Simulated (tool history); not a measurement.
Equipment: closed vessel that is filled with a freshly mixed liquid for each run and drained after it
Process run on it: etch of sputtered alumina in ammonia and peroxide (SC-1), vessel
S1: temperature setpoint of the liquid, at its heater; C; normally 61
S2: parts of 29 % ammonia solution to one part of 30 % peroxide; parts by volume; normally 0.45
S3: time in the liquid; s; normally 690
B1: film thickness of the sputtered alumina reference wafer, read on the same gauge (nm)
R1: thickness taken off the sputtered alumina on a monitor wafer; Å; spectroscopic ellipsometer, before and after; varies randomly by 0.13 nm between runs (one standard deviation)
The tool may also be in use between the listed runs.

| run | hour | S1 | S2 | S3 | B1 | R1 |
|---|---|---|---|---|---|---|
| 1 | 0 | 61 | 0.45 | 690 | 140 | 521.8 |
| 2 | 48.1 | 65.5 | 0.45 | 580 | 140 | 550.4 |
| 3 | 112.9 | 61 | 0.45 | 690 | 140.02 | 517.9 |
| 4 | 147 | 61 | 0.45 | 690 | 140.01 | 521.2 |
| 5 | 199.5 | 61 | 0.45 | 690 | 139.97 | 519.7 |
| 6 | 234.9 | 61 | 0.45 | 690 | 140.03 | 519.3 |
| 7 | 288.8 | 61 | 0.45 | 690 | 140.02 | 519 |
| 8 | 335.4 | 61 | 0.45 | 690 | 140.05 | 518.7 |
| 9 | 384.9 | 70 | 0.35 | 1105 | 140.04 | 1268.2 |
| 10 | 454.4 | 56.5 | 0.45 | 535 | 139.97 | 317.2 |
| 11 | 523 | 65.5 | 0.45 | 580 | 140.01 | 543 |
| 12 | 587.5 | 53.5 | 0.55 | 690 | 139.97 | 354.8 |
|  | 631.6 | new drum of ammonia solution connected |
| 13 | 666.5 | 61 | 0.55 | 690 | 139.98 | 528.9 |
|  | 667.6 | gauge calibrated |
|  | 679.8 | ammonia flow meter replaced |
| 14 | 731.8 | 52 | 0.4 | 525 | 140.02 | 243.6 |
| 15 | 791.2 | 55.5 | 0.45 | 690 | 140.01 | 390 |
| 16 | 851.6 | 61 | 0.45 | 690 | 139.94 | 517.8 |
|  | 1016.9 | thermometer replaced |
| 17 | 1022.3 | 61 | 0.55 | 690 | 139.97 | 538.2 |
| 18 | 1086 | 64.5 | 0.45 | 800 | 140.04 | 727.5 |
| 19 | 1129.8 | 61 | 0.3 | 525 | 140.01 | 387.2 |
| 20 | 1190.6 | 61 | 0.35 | 690 | 140.06 | 514.6 |
| 21 | 1215.2 | 61 | 0.45 | 290 | 140.03 | 221.2 |
| 22 | 1262.6 | 61 | 0.45 | 690 | 140 | 525.8 |
| 23 | 1330.4 | 53.5 | 0.35 | 410 | 140.01 | 206.2 |
| 24 | 1374.5 | 61 | 0.45 | 805 | 139.98 | 613.4 |
| 25 | 1439.8 | 53 | 0.6 | 895 | 139.97 | 458.9 |
| 26 | 1485.9 | 66 | 0.45 | 690 | 140.05 | 671.4 |
| 27 | 1538.3 | 61 | 0.45 | 925 | 140.01 | 699.9 |

Run 28 has not been measured yet. What should we expect?
| 28 | 1609 | 61 | 0.65 | 425 | ? | ? |

{"run 28": {"B1": 140.04, "R1": 332.6}}
Without the tool's hidden state the same run would have given R1 338.3 Å.
